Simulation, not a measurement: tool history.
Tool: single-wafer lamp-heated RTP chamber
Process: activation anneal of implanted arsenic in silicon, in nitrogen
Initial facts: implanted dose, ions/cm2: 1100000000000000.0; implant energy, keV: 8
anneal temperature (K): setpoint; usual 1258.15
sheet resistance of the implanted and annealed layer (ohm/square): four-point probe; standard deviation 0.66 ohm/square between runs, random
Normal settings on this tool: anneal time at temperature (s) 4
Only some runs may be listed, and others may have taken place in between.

| run | hour | anneal temperature (K) | anneal time at temperature (s) | read-back reference wafer on the same gauge, sheet resistance | sheet resistance of the implanted and annealed layer (ohm/square) |
|---|---|---|---|---|---|
| 1 | 0 | 1258.15 | 4 | 212.08 | 192.41 |
|  | 47.1 | pyrometer window cleaned and pyrometer calibrated |
| 2 | 55.8 | 1258.15 | 4 | 211.93 | 194.16 |
| 3 | 107.1 | 1258.15 | 6 | 211.79 | 186.09 |
|  | 124.3 | reflector plate cleaned |
| 4 | 177.1 | 1258.15 | 6 | 212.05 | 184.91 |
| 5 | 219.4 | 1258.15 | 4 | 211.93 | 192.33 |
| 6 | 275.6 | 1272.15 | 4 | 212.07 | 182.48 |
| 7 | 315.3 | 1272.15 | 4 | 211.8 | 182.1 |
|  | 332.1 | pyrometer window cleaned and pyrometer calibrated |
| 8 | 369.9 | 1277.15 | 3 | 211.85 | 181.24 |
|  | 386.5 | reflector plate cleaned |
| 9 | 413 | 1277.15 | 3 | 211.86 | 181.51 |
| 10 | 463.6 | 1277.15 | 3 | 212.04 | 180.18 |
| 11 | 502.7 | 1258.15 | 3 | 212.13 | 192.25 |
| 12 | 572.1 | 1258.15 | 4 | 212.17 | 185.51 |
| 13 | 641.5 | 1271.15 | 4 | 212.2 | 177.36 |
|  | 654.8 | pyrometer window cleaned and pyrometer calibrated, repeated, since the last time left the tool worse |
|  | 695.1 | reflector plate cleaned |
| 14 | 704.1 | 1271.15 | 4 | 212.07 | 184.83 |
| 15 | 729.5 | 1258.15 | 4 | 211.97 | 193.74 |
|  | 916.9 | pyrometer window cleaned and pyrometer calibrated |
| 16 | 917.6 | 1234.15 | 4 | 211.99 | 208.57 |
| 17 | 984 | 1244.15 | 4 | 212.11 | 202.25 |
|  | 1006.9 | reflector plate cleaned |
| 18 | 1028.5 | 1229.15 | 3 | 211.92 | 214.46 |
|  | 1045.8 | gauge calibrated |
| 19 | 1053.1 | 1270.15 | 4 | 211.99 | 185.05 |
| 20 | 1089.2 | 1231.15 | 4 | 211.99 | 208.67 |
| 21 | 1121.2 | 1258.15 | 4 | 212.21 | 192.01 |
|  | 1172.1 | pyrometer window cleaned and pyrometer calibrated |
| 22 | 1178 | 1248.15 | 4 | 212.21 | 200.61 |
| 23 | 1223.3 | 1258.15 | 4 | 212.17 | 194.6 |
| 24 | 1250 | 1241.15 | 4 | 211.9 | 204.41 |
| 25 | 1302.7 | 1267.15 | 6 | 212.23 | 177.78 |
|  | 1322.1 | reflector plate cleaned |
| 26 | 1338.4 | 1258.15 | 4 | 211.87 | 193.62 |
| 27 | 1369.7 | 1258.15 | 4 | 212.21 | 194.01 |
|  | 1422.8 | pyrometer window cleaned and pyrometer calibrated |
| 28 | 1423.3 | 1238.15 | 4 | 211.87 | 207.15 |

Alternative continuations, all from the tool just after run 28; predict every row:
| A | 1423.7 | 1258.15 | 4 | ? | ? |
| B | 1423.7 | 1283.15 | 4 | ? | ? |
| C | 1423.7 | 1267.15 | 5 | ? | ? |

| run | read-back reference wafer on the same gauge, sheet resistance | sheet resistance of the implanted and annealed layer (ohm/square) |
|---|---|---|
| A | 211.91 | 194.03 |
| B | 211.91 | 176.93 |
| C | 211.91 | 183.37 |
Without the tool's hidden state the same runs would have given:
| run | sheet resistance of the implanted and annealed layer (ohm/square) |
|---|---|
| A | 194.41 |
| B | 177.33 |
| C | 183.78 |
